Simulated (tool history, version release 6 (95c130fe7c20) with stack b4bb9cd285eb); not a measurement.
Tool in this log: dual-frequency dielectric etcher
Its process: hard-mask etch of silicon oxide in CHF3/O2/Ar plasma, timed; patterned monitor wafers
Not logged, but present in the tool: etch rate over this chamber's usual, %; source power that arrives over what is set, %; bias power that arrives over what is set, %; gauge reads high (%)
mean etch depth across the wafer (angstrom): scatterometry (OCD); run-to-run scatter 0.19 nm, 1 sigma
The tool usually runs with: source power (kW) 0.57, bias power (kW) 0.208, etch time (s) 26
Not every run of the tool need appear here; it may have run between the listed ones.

run	day	source power (kW)	bias power (kW)	etch time (s)	wafers since the last listed run	hours since the last wet clean	hours since the last source power generator calibration	hours since the last bias power generator calibration	hours since the last upper electrode change	hours since the gauge calibration	read-back reference wafer on the same gauge, depth_nm	mean etch depth across the wafer (angstrom)
1	0	0.57	0.208	26	0	188	2833.3	3477.4	4545.8	366.1	53.4	556
2	3.242	0.57	0.208	26	1040	265.8	2911.1	3555.2	4623.6	443.9	53.5	552
3	7.588	0.57	0.208	26	1394	370.1	3015.4	3659.5	4727.9	548.2	53.4	550
# day 12.229: wet clean of the chamber
4	12.25	0.57	0.208	24	1175	0.5	3127.3	3771.4	4839.8	660.1	53.4	528
5	15.538	0.57	0.242	24.5	1055	79.4	3206.2	3850.3	4918.7	739	53.4	573
6	19.875	0.57	0.242	24.5	1392	183.5	3310.3	3954.4	5022.8	843.1	53.4	571
# day 23.546: wet clean of the chamber, repeated, since the last time left the tool worse
7	24.217	0.66	0.208	26	1072	16.1	3414.5	4058.6	5127	947.3	53.4	583
8	29.671	0.66	0.208	26	1750	147	3545.4	4189.5	5257.9	1078.2	53.4	580
# day 31.488: bias power generator calibrated
9	31.546	0.57	0.208	26	548	192	3590.4	1.4	5302.9	1123.2	53.4	550
# day 32.096: source power generator calibrated
10	35.188	0.57	0.167	26	1115	279.4	74.2	88.8	5390.3	1210.6	53.3	499
11	39.325	0.47	0.189	31	1327	378.7	173.5	188.1	5489.6	1309.9	53.4	582
# day 43.117: upper electrode replaced
# day 43.167: gauge calibrated
# day 43.517: wet clean of the chamber
12	43.538	0.57	0.176	23	901	0.5	274.6	289.2	10.1	8.9	53.4	457
13	47.133	0.57	0.208	26	1154	86.8	360.9	375.5	96.4	95.2	53.4	553
14	50.367	0.62	0.25	30.5	1037	164.4	438.5	453.1	174	172.8	53.4	723
15	52.275	0.57	0.208	26	612	210.2	484.3	498.9	219.8	218.6	53.4	548
16	55.429	0.48	0.249	26	1012	285.9	560	574.6	295.5	294.3	53.4	559
17	58.35	0.46	0.171	21.5	937	356	630.1	644.7	365.6	364.4	53.4	381

3 ways to go on from here, each from the tool as it stands after run 17. What would each give?
A	58.367	0.57	0.208	26	5	356.4	630.5	645.1	366	364.8	?	?
B	58.367	0.71	0.208	29.5	5	356.4	630.5	645.1	366	364.8	?	?
C	58.367	0.47	0.188	20.5	5	356.4	630.5	645.1	366	364.8	?	?

run	read-back reference wafer on the same gauge, depth_nm	mean etch depth across the wafer (angstrom)
A	53.4	550
B	53.4	676
C	53.4	387
Without the tool's unlogged condition, the same runs would have read:
run	mean etch depth across the wafer (angstrom)
A	557
B	684
C	391
